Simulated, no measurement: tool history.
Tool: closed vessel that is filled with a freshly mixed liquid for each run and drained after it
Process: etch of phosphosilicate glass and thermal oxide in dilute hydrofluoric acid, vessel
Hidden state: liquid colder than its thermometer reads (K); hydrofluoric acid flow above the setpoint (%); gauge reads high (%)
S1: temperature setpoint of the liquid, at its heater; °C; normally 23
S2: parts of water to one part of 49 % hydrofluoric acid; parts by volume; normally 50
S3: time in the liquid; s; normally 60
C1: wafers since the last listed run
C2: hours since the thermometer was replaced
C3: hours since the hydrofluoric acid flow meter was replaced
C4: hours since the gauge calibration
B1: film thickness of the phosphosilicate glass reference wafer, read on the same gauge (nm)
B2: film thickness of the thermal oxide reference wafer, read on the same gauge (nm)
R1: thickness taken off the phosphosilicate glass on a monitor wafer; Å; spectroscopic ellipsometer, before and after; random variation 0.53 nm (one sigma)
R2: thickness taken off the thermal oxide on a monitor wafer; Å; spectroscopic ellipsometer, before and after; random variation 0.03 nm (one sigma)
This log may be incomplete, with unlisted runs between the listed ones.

run	day	S1	S2	S3	C1	C2	C3	C4	B1	B2	R1	R2
1	0	23	50	60	0	0.5	139.5	898.5	110.02	149.99	889.7	60.1
2	0.654	23	50	60	1944	16.2	155.2	914.2	109.96	149.99	904.3	59.3
3	1.342	23	40	80	2043	32.7	171.7	930.7	110.03	149.99	1506.5	99.9
4	2.042	23	40	80	2080	49.5	188.5	947.5	109.96	150.01	1517.9	100.1
5	2.771	23	40	80	2167	67	206	965	109.97	150.01	1501.7	100.6
6	3.8	23	50	60	3059	91.7	230.7	989.7	110.01	149.97	893.3	58.9
7	5.038	23	65	60	3678	121.4	260.4	1019.4	110.03	149.98	664.1	44.6
8	6.021	26.5	35	40	2922	145	284	1043	110.03	150.01	985.5	66.2
9	7.225	23	50	60	3579	173.9	312.9	1071.9	110.03	149.99	884.2	58.5
# day 7.721: gauge calibrated
10	8.7	27	40	80	4384	209.3	348.3	23.5	110	150.01	1755.9	117
11	9.792	26.5	60	85	3244	235.5	374.5	49.7	110.01	150.05	1183.6	79.4
12	13.917	19.5	30	60	12260	334.5	473.5	148.7	110.03	149.98	1276.7	84.2
13	15.125	25.5	50	60	3591	363.5	502.5	177.7	109.94	149.98	971.9	64.1
14	16.871	19.5	45	70	5189	405.4	544.4	219.6	110.02	149.98	967.8	64.8
15	17.546	21.5	50	50	2006	421.6	560.6	235.8	109.98	150.01	675.3	45.2
16	18.121	23	50	60	1709	435.4	574.4	249.6	109.95	150.03	865.8	57.3
# day 18.412: hydrofluoric acid flow meter replaced
17	19.492	23	40	60	3950	468.3	25.9	282.5	110.02	149.99	1098	72.9
18	20.008	23	70	60	1535	480.7	38.3	294.9	110	150.07	596.4	39.8
19	21.071	23	70	90	3158	506.2	63.8	320.4	109.99	150.03	900.8	59.6
20	21.904	18.5	60	80	2476	526.2	83.8	340.4	110.02	149.97	777.5	51.6
21	23.15	23	30	90	3703	556.1	113.7	370.3	110.03	150.05	2183.6	145.8
# day 24.362: thermometer replaced
22	24.6	23	70	35	4186	5.7	148.5	405.1	109.98	149.97	362.8	23.9
23	25.642	20.5	50	35	3096	30.7	173.5	430.1	110.03	150.01	465.4	30.8
24	26.217	23	50	60	1709	44.5	187.3	443.9	110.01	149.95	890.2	58.8
25	27.488	23	50	60	3777	75	217.8	474.4	110.03	149.99	885	59.1

Here are 4 independent what-if runs from the current tool condition. What would each one return?
A	27.517	23	50	85	86	75.7	218.5	475.1	?	?	?	?
B	27.517	18.5	50	60	86	75.7	218.5	475.1	?	?	?	?
C	27.517	21.5	70	95	86	75.7	218.5	475.1	?	?	?	?
D	27.517	27	75	35	86	75.7	218.5	475.1	?	?	?	?

run	B1	B2	R1	R2
A	110.02	149.99	1256.2	84.1
B	110.02	149.99	732.9	49.1
C	110.02	149.99	919.1	61.5
D	110.02	149.99	392.3	26.3
With the hidden condition removed and each run's random variation left untouched, the same runs would have given:
run	R1	R2
A	1273	85.2
B	743.1	49.7
C	931.4	62.3
D	397.3	26.6

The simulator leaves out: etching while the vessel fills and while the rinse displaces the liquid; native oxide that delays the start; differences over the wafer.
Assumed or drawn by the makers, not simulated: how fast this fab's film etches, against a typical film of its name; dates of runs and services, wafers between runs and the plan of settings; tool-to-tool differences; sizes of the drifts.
